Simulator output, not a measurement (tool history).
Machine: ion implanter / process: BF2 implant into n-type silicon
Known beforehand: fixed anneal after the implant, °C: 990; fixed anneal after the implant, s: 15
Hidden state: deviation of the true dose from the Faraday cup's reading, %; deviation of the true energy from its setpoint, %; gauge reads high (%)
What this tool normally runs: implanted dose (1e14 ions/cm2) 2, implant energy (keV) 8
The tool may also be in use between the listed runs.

| run | hour | implanted dose (1e14 ions/cm2) | implant energy (keV) | wafers since the last listed run | hours since the last dose calibration | hours since the extraction supply was calibrated | hours since the gauge calibration | read-back reference wafer on the same gauge, sheet resistance | sheet resistance of the implanted and annealed layer (ohm/square) |
|---|---|---|---|---|---|---|---|---|---|
| 1 | 0 | 2 | 8 | 0 | 1427 | 1608.6 | 102.3 | 714.66 | 629.03 |
| 2 | 18.7 | 2 | 8 | 272 | 1445.7 | 1627.3 | 121 | 715.08 | 625.06 |
| 3 | 51.8 | 2 | 8 | 481 | 1478.8 | 1660.4 | 154.1 | 715.24 | 627.97 |
| 4 | 84.8 | 2 | 8 | 480 | 1511.8 | 1693.4 | 187.1 | 713.88 | 626.72 |
| 5 | 103.4 | 2 | 8 | 270 | 1530.4 | 1712 | 205.7 | 714.99 | 627.83 |
| 6 | 136.8 | 2 | 8 | 485 | 1563.8 | 1745.4 | 239.1 | 715.08 | 627.42 |
| 7 | 155.2 | 2 | 8 | 267 | 1582.2 | 1763.8 | 257.5 | 716.05 | 627.62 |
| 8 | 188.7 | 2 | 8 | 487 | 1615.7 | 1797.3 | 291 | 714.79 | 627.12 |
| 9 | 223.3 | 1.64 | 5.5 | 503 | 1650.3 | 1831.9 | 325.6 | 714.28 | 794.11 |
|  | 251.7 | Faraday cup replaced and dose calibrated |
| 10 | 252.2 | 1.78 | 10.5 | 304 | 0.5 | 1860.8 | 354.5 | 714.51 | 621.13 |
| 11 | 299.3 | 2 | 8 | 685 | 47.6 | 1907.9 | 401.6 | 715.19 | 607.34 |
|  | 303.5 | gauge calibrated |
|  | 320.4 | extraction supply calibrated |
| 12 | 328.3 | 1.72 | 8 | 305 | 76.6 | 7.9 | 24.8 | 715.27 | 676.42 |
| 13 | 356.3 | 1.75 | 5.5 | 407 | 104.6 | 35.9 | 52.8 | 715.45 | 742.93 |
| 14 | 386.2 | 2 | 5.5 | 435 | 134.5 | 65.8 | 82.7 | 714.85 | 686.78 |
| 15 | 414.7 | 2 | 8 | 414 | 163 | 94.3 | 111.2 | 714.79 | 610.37 |
| 16 | 427.5 | 1.81 | 7 | 186 | 175.8 | 107.1 | 124 | 715.64 | 681.75 |
| 17 | 447.2 | 2.17 | 10 | 286 | 195.5 | 126.8 | 143.7 | 715.21 | 545.4 |

Hidden state at the last listed run before each entry between runs and at the first one after, where it differs:
From run 9 to run 10: Faraday cup replaced and dose calibrated (hour 251.7)
  deviation of the true dose from the Faraday cup's reading, %: -5.01 -> -0.163
  measured result minus the result with no hidden state, sheet resistance of the implanted and annealed layer (ohm/square): +25.2 -> +0.82
From run 11 to run 12: gauge calibrated (hour 303.5); extraction supply calibrated (hour 320.4)
  deviation of the true dose from the Faraday cup's reading, %: -0.633 -> -0.901
  measured result minus the result with no hidden state, sheet resistance of the implanted and annealed layer (ohm/square): +2.71 -> +4.49

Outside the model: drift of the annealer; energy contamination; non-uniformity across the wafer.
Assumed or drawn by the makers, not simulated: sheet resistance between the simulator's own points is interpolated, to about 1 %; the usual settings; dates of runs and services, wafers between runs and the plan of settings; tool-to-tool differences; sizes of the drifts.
